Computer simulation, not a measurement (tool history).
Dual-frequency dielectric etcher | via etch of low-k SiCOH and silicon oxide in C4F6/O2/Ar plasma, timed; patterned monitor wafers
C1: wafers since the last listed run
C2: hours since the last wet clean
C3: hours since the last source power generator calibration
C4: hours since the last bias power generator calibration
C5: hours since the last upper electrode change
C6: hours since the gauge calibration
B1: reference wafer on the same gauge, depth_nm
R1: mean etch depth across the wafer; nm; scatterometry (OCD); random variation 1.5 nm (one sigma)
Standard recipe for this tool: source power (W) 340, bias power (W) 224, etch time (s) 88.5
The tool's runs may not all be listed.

run 1 day=0 | source_power_(W)=340 bias_power_(W)=187 etch_time_(s)=79 | C1=0 C2=276.7 C3=2028.4 C4=4076.5 C5=1773.8 C6=247.3 | B1=234 | R1=194.8
run 2 day=7.7 | source_power_(W)=340 bias_power_(W)=187 etch_time_(s)=79 | C1=1442 C2=461.5 C3=2213.2 C4=4261.3 C5=1958.6 C6=432.1 | B1=234 | R1=198.7
run 3 day=10.025 | source_power_(W)=340 bias_power_(W)=224 etch_time_(s)=88.5 | C1=435 C2=517.3 C3=2269 C4=4317.1 C5=2014.4 C6=487.9 | B1=234 | R1=240.8
-- day=11.892 wet clean of the chamber
run 4 day=12.238 | source_power_(W)=340 bias_power_(W)=224 etch_time_(s)=88.5 | C1=227 C2=8.3 C3=2322.1 C4=4370.2 C5=2067.5 C6=541 | B1=234.2 | R1=246.9
run 5 day=13.729 | source_power_(W)=340 bias_power_(W)=224 etch_time_(s)=88.5 | C1=279 C2=44.1 C3=2357.9 C4=4406 C5=2103.3 C6=576.8 | B1=233.9 | R1=246.6
run 6 day=15.317 | source_power_(W)=340 bias_power_(W)=224 etch_time_(s)=88.5 | C1=297 C2=82.2 C3=2396 C4=4444.1 C5=2141.4 C6=614.9 | B1=234 | R1=245.8
run 7 day=17.458 | source_power_(W)=380 bias_power_(W)=224 etch_time_(s)=88.5 | C1=401 C2=133.6 C3=2447.4 C4=4495.5 C5=2192.8 C6=666.3 | B1=234 | R1=253.9
run 8 day=19.992 | source_power_(W)=370 bias_power_(W)=224 etch_time_(s)=88.5 | C1=474 C2=194.4 C3=2508.2 C4=4556.3 C5=2253.6 C6=727.1 | B1=234 | R1=255.3
-- day=22.175 upper electrode replaced
-- day=23.079 bias power generator calibrated
-- day=23.454 wet clean of the chamber, repeated, since the last time left the tool worse
run 9 day=23.475 | source_power_(W)=370 bias_power_(W)=224 etch_time_(s)=88.5 | C1=363 C2=0.5 C3=2591.8 C4=9.5 C5=31.2 C6=810.7 | B1=234 | R1=235.9
run 10 day=25.675 | source_power_(W)=340 bias_power_(W)=245 etch_time_(s)=88.5 | C1=412 C2=53.3 C3=2644.6 C4=62.3 C5=84 C6=863.5 | B1=234.2 | R1=238.5
run 11 day=28.567 | source_power_(W)=340 bias_power_(W)=245 etch_time_(s)=88.5 | C1=541 C2=122.7 C3=2714 C4=131.7 C5=153.4 C6=932.9 | B1=234.2 | R1=240.5
run 12 day=30.858 | source_power_(W)=340 bias_power_(W)=240 etch_time_(s)=88.5 | C1=429 C2=177.7 C3=2769 C4=186.7 C5=208.4 C6=987.9 | B1=234.3 | R1=241.4
run 13 day=31.929 | source_power_(W)=340 bias_power_(W)=173 etch_time_(s)=66.5 | C1=200 C2=203.4 C3=2794.7 C4=212.4 C5=234.1 C6=1013.6 | B1=234 | R1=158.2
run 14 day=33.442 | source_power_(W)=340 bias_power_(W)=224 etch_time_(s)=108 | C1=283 C2=239.7 C3=2831 C4=248.7 C5=270.4 C6=1049.9 | B1=234 | R1=285.6
run 15 day=36.262 | source_power_(W)=280 bias_power_(W)=263 etch_time_(s)=99.5 | C1=528 C2=307.4 C3=2898.7 C4=316.4 C5=338.1 C6=1117.6 | B1=233.9 | R1=266.5
-- day=36.929 gauge calibrated
run 16 day=38.958 | source_power_(W)=400 bias_power_(W)=262 etch_time_(s)=88.5 | C1=504 C2=372.1 C3=2963.4 C4=381.1 C5=402.8 C6=48.7 | B1=234.3 | R1=263.6
-- day=40.425 source power generator calibrated
run 17 day=41.454 | source_power_(W)=270 bias_power_(W)=224 etch_time_(s)=88.5 | C1=436 C2=432 C3=24.7 C4=441 C5=462.7 C6=108.6 | B1=234 | R1=220.9
-- day=43.771 wet clean of the chamber
run 18 day=43.792 | source_power_(W)=270 bias_power_(W)=171 etch_time_(s)=106 | C1=250 C2=0.5 C3=80.8 C4=497.1 C5=518.8 C6=164.7 | B1=233.7 | R1=236.1
run 19 day=45.533 | source_power_(W)=280 bias_power_(W)=244 etch_time_(s)=81 | C1=326 C2=42.3 C3=122.6 C4=538.9 C5=560.6 C6=206.5 | B1=234.1 | R1=210.9
run 20 day=47.529 | source_power_(W)=340 bias_power_(W)=224 etch_time_(s)=88.5 | C1=373 C2=90.2 C3=170.5 C4=586.8 C5=608.5 C6=254.4 | B1=233.7 | R1=234.5
run 21 day=48.688 | source_power_(W)=340 bias_power_(W)=224 etch_time_(s)=88.5 | C1=216 C2=118 C3=198.3 C4=614.6 C5=636.3 C6=282.2 | B1=234.2 | R1=236.8
run 22 day=50.692 | source_power_(W)=380 bias_power_(W)=224 etch_time_(s)=104.5 | C1=375 C2=166.1 C3=246.4 C4=662.7 C5=684.4 C6=330.3 | B1=233.5 | R1=282.7
run 23 day=51.829 | source_power_(W)=300 bias_power_(W)=224 etch_time_(s)=101 | C1=213 C2=193.4 C3=273.7 C4=690 C5=711.7 C6=357.6 | B1=233.9 | R1=256.9

Each row is a separate what-if for the run after 23, all from the same tool condition, not one after another. Results?
run A day=51.846 | source_power_(W)=340 bias_power_(W)=224 etch_time_(s)=88.5 | C1=3 C2=193.8 C3=274.1 C4=690.4 C5=712.1 C6=358 | B1=? | R1=?
run B day=51.846 | source_power_(W)=340 bias_power_(W)=224 etch_time_(s)=68 | C1=3 C2=193.8 C3=274.1 C4=690.4 C5=712.1 C6=358 | B1=? | R1=?
run C day=51.846 | source_power_(W)=290 bias_power_(W)=274 etch_time_(s)=98.5 | C1=3 C2=193.8 C3=274.1 C4=690.4 C5=712.1 C6=358 | B1=? | R1=?

run=A B1=234.2 R1=234.8
run=B B1=234.2 R1=180.4
run=C B1=234.2 R1=270
The same runs, with their run-to-run variation unchanged, on a tool lacking any hidden condition would have given:
run=A R1=231.4
run=B R1=177.8
run=C R1=266
